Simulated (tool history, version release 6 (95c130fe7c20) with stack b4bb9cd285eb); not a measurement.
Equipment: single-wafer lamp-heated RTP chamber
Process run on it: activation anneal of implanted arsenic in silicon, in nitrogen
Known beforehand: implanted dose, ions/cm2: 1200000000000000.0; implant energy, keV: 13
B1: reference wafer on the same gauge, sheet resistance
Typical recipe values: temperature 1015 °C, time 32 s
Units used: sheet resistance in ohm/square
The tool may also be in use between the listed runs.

Run 1, hour 0: usual settings but time 44 s; B1 135.03. Result: sheet resistance 110.65 ohm/square.
Run 2, hour 32.5: usual settings but time 44 s; B1 135.31. Result: sheet resistance 110.43 ohm/square.
Run 3, hour 69.7: usual settings; B1 135.03. Result: sheet resistance 115.91 ohm/square.
Run 4, hour 115.5: usual settings; B1 135.02. Result: sheet resistance 115.3 ohm/square.
Run 5, hour 161.3: usual settings; B1 134.97. Result: sheet resistance 115.25 ohm/square.
At hour 235.3: pyrometer window cleaned and pyrometer calibrated.
Run 6, hour 235.8: usual settings; B1 135.27. Result: sheet resistance 115.52 ohm/square.
Run 7, hour 268.6: usual settings; B1 135.06. Result: sheet resistance 115.11 ohm/square.
Run 8, hour 304.2: usual settings; B1 134.94. Result: sheet resistance 115.34 ohm/square.
Run 9, hour 354.7: usual settings but temperature 988 °C, time 43 s; B1 134.94. Result: sheet resistance 124.2 ohm/square.
At hour 365.1: reflector plate cleaned.
Run 10, hour 405: usual settings but temperature 1044 °C, time 43 s; B1 134.83. Result: sheet resistance 102.18 ohm/square.
At hour 471.8: pyrometer window cleaned and pyrometer calibrated.
Run 11, hour 472.3: usual settings but temperature 1003 °C, time 51 s; B1 134.91. Result: sheet resistance 115.28 ohm/square.
Run 12, hour 534.9: usual settings; B1 135.13. Result: sheet resistance 117.53 ohm/square.
At hour 552.6: gauge calibrated.
Run 13, hour 590.9: usual settings but time 16 s; B1 134.77. Result: sheet resistance 131.51 ohm/square.
At hour 752.1: pyrometer window cleaned and pyrometer calibrated.
Run 14, hour 752.6: usual settings but temperature 1033 °C, time 40 s; B1 135.07. Result: sheet resistance 106.75 ohm/square.

State the hidden condition of the tool at each of the runs:
true wafer temperature minus pyrometer reading, K: 0 on each run
gauge reads high (%): 0 on each run
H1: wafer temperature error from the tarnished reflector plate, K
run     H1
  1   4.36
  2   4.59
  3   4.85
  4   5.18
  5    5.5
  6   6.03
  7   6.26
  8   6.51
  9   6.87
 10  0.861
 11   1.34
 12   1.78
 13   2.18
 14   3.32

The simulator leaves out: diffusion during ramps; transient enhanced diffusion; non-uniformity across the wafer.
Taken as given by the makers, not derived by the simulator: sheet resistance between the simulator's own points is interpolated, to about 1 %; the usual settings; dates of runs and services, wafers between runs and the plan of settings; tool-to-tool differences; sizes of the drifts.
